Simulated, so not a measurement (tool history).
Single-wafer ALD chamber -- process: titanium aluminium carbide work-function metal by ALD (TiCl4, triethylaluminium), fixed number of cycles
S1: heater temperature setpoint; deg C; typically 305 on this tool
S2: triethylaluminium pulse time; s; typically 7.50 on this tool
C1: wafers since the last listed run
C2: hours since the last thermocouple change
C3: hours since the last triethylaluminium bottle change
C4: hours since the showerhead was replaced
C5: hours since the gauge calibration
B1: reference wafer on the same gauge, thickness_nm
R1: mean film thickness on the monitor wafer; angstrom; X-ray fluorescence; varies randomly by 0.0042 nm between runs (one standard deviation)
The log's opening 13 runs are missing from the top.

run 14 hour=160.6 | S1=305 S2=7.50 | C1=108 C2=23.5 C3=1881.2 C4=6252.5 C5=381.8 | B1=1.860 | R1=19.05
-- hour=170.9 triethylaluminium bottle replaced
run 15 hour=171.4 | S1=305 S2=5.93 | C1=38 C2=34.3 C3=0.5 C4=6263.3 C5=392.6 | B1=1.862 | R1=16.89
run 16 hour=182.0 | S1=305 S2=7.50 | C1=145 C2=44.9 C3=11.1 C4=6273.9 C5=403.2 | B1=1.861 | R1=19.05
run 17 hour=193.3 | S1=299 S2=8.75 | C1=154 C2=56.2 C3=22.4 C4=6285.2 C5=414.5 | B1=1.860 | R1=19.43
-- hour=211.5 showerhead replaced
run 18 hour=212.0 | S1=297 S2=4.71 | C1=146 C2=74.9 C3=41.1 C4=0.5 C5=433.2 | B1=1.861 | R1=12.71
run 19 hour=214.5 | S1=311 S2=7.50 | C1=34 C2=77.4 C3=43.6 C4=3.0 C5=435.7 | B1=1.860 | R1=19.53
run 20 hour=227.0 | S1=310 S2=8.72 | C1=171 C2=89.9 C3=56.1 C4=15.5 C5=448.2 | B1=1.860 | R1=20.29
run 21 hour=238.9 | S1=305 S2=7.50 | C1=162 C2=101.8 C3=68.0 C4=27.4 C5=460.1 | B1=1.858 | R1=19.02
-- hour=250.5 gauge calibrated
run 22 hour=253.0 | S1=301 S2=9.44 | C1=192 C2=115.9 C3=82.1 C4=41.5 C5=2.5 | B1=1.860 | R1=19.79
run 23 hour=263.4 | S1=315 S2=8.53 | C1=142 C2=126.3 C3=92.5 C4=51.9 C5=12.9 | B1=1.860 | R1=20.59
run 24 hour=273.8 | S1=305 S2=7.50 | C1=142 C2=136.7 C3=102.9 C4=62.3 C5=23.3 | B1=1.860 | R1=19.10
run 25 hour=279.9 | S1=311 S2=6.39 | C1=83 C2=142.8 C3=109.0 C4=68.4 C5=29.4 | B1=1.860 | R1=18.14
run 26 hour=320.8 | S1=293 S2=7.50 | C1=559 C2=183.7 C3=149.9 C4=109.3 C5=70.3 | B1=1.860 | R1=18.26
run 27 hour=338.3 | S1=305 S2=7.50 | C1=239 C2=201.2 C3=167.4 C4=126.8 C5=87.8 | B1=1.859 | R1=19.02
run 28 hour=352.3 | S1=299 S2=8.75 | C1=191 C2=215.2 C3=181.4 C4=140.8 C5=101.8 | B1=1.861 | R1=19.38
run 29 hour=365.4 | S1=313 S2=5.77 | C1=179 C2=228.3 C3=194.5 C4=153.9 C5=114.9 | B1=1.861 | R1=17.03
run 30 hour=376.5 | S1=305 S2=7.50 | C1=151 C2=239.4 C3=205.6 C4=165.0 C5=126.0 | B1=1.859 | R1=19.10
run 31 hour=387.8 | S1=305 S2=9.08 | C1=154 C2=250.7 C3=216.9 C4=176.3 C5=137.3 | B1=1.860 | R1=19.92
run 32 hour=402.2 | S1=301 S2=5.82 | C1=197 C2=265.1 C3=231.3 C4=190.7 C5=151.7 | B1=1.860 | R1=16.36

What if the next run were any one of these 5? Each begins from the tool's condition after run 32:
run A hour=402.6 | S1=305 S2=7.50 | C1=5 C2=265.5 C3=231.7 C4=191.1 C5=152.1 | B1=? | R1=?
run B hour=402.6 | S1=314 S2=5.86 | C1=5 C2=265.5 C3=231.7 C4=191.1 C5=152.1 | B1=? | R1=?
run C hour=402.6 | S1=305 S2=6.24 | C1=5 C2=265.5 C3=231.7 C4=191.1 C5=152.1 | B1=? | R1=?
run D hour=402.6 | S1=318 S2=6.07 | C1=5 C2=265.5 C3=231.7 C4=191.1 C5=152.1 | B1=? | R1=?
run E hour=402.6 | S1=305 S2=6.05 | C1=5 C2=265.5 C3=231.7 C4=191.1 C5=152.1 | B1=? | R1=?

run=A B1=1.860 R1=19.13
run=B B1=1.860 R1=17.34
run=C B1=1.860 R1=17.52
run=D B1=1.860 R1=18.06
run=E B1=1.860 R1=17.16
Stripped of hidden state, with their random variation kept, the same runs would have yielded:
run=A R1=19.13
run=B R1=17.34
run=C R1=17.52
run=D R1=18.06
run=E R1=17.16
